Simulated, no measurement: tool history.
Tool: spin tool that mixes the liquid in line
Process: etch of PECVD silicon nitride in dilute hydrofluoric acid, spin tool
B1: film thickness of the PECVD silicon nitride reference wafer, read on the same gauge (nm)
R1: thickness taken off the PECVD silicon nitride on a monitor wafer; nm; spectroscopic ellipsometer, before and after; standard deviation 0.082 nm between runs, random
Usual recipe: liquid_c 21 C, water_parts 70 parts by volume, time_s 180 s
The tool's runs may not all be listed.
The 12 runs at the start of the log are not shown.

{"run": 13, "hour": 580.8, "liquid_c": 21, "water_parts": 70, "time_s": 180, "B1": 109.98, "R1": 10.87}
{"run": 14, "hour": 638.8, "liquid_c": 21, "water_parts": 55, "time_s": 180, "B1": 109.99, "R1": 13.51}
{"run": 15, "hour": 744.5, "liquid_c": 21, "water_parts": 70, "time_s": 180, "B1": 110, "R1": 10.63}
{"run": 16, "hour": 833.8, "liquid_c": 19, "water_parts": 85, "time_s": 180, "B1": 110.02, "R1": 7.5}
{"run": 17, "hour": 869.4, "liquid_c": 24.5, "water_parts": 95, "time_s": 180, "B1": 110, "R1": 9.72}
{"hour": 879.9, "done": "gauge calibrated"}
{"hour": 900.8, "done": "thermometer replaced"}
{"run": 18, "hour": 909.9, "liquid_c": 25, "water_parts": 70, "time_s": 290, "B1": 110, "R1": 21.9}
{"run": 19, "hour": 980.1, "liquid_c": 17.5, "water_parts": 45, "time_s": 290, "B1": 110, "R1": 19.98}
{"run": 20, "hour": 1039.0, "liquid_c": 24, "water_parts": 70, "time_s": 180, "B1": 110.02, "R1": 12.62}
{"hour": 1058.2, "done": "hydrofluoric acid flow meter replaced"}
{"run": 21, "hour": 1090.9, "liquid_c": 21, "water_parts": 70, "time_s": 180, "B1": 110, "R1": 10.92}
{"run": 22, "hour": 1153.8, "liquid_c": 17, "water_parts": 70, "time_s": 95, "B1": 110, "R1": 4.34}
{"run": 23, "hour": 1220.2, "liquid_c": 21, "water_parts": 70, "time_s": 180, "B1": 110, "R1": 10.75}
{"run": 24, "hour": 1279.7, "liquid_c": 23.5, "water_parts": 70, "time_s": 135, "B1": 110.01, "R1": 9.51}
{"run": 25, "hour": 1315.9, "liquid_c": 17, "water_parts": 70, "time_s": 180, "B1": 110.01, "R1": 8.17}
{"run": 26, "hour": 1360.7, "liquid_c": 26, "water_parts": 70, "time_s": 255, "B1": 110.01, "R1": 21.13}
{"run": 27, "hour": 1405.0, "liquid_c": 21, "water_parts": 70, "time_s": 180, "B1": 110, "R1": 10.52}
{"run": 28, "hour": 1436.0, "liquid_c": 17, "water_parts": 60, "time_s": 180, "B1": 110, "R1": 9.17}
{"run": 29, "hour": 1476.1, "liquid_c": 21, "water_parts": 100, "time_s": 270, "B1": 109.99, "R1": 11.06}
{"run": 30, "hour": 1521.3, "liquid_c": 17, "water_parts": 70, "time_s": 95, "B1": 109.98, "R1": 4.15}
{"run": 31, "hour": 1567.6, "liquid_c": 17, "water_parts": 80, "time_s": 230, "B1": 110.02, "R1": 8.93}

Alternative continuations, all from the tool just after run 31; predict every row:
{"run": "A", "hour": 1568.1, "liquid_c": 21, "water_parts": 70, "time_s": 180, "B1": "?", "R1": "?"}
{"run": "B", "hour": 1568.1, "liquid_c": 18.5, "water_parts": 70, "time_s": 235, "B1": "?", "R1": "?"}
{"run": "C", "hour": 1568.1, "liquid_c": 17.5, "water_parts": 70, "time_s": 115, "B1": "?", "R1": "?"}
{"run": "D", "hour": 1568.1, "liquid_c": 21, "water_parts": 70, "time_s": 75, "B1": "?", "R1": "?"}
{"run": "E", "hour": 1568.1, "liquid_c": 23.5, "water_parts": 70, "time_s": 180, "B1": "?", "R1": "?"}

run=A B1=110 R1=10.36
run=B B1=110 R1=11.38
run=C B1=110 R1=5.19
run=D B1=110 R1=4.32
run=E B1=110 R1=12.27
What these runs would have given with no unlogged condition in the tool:
run=A R1=10.91
run=B R1=11.99
run=C R1=5.47
run=D R1=4.55
run=E R1=12.93
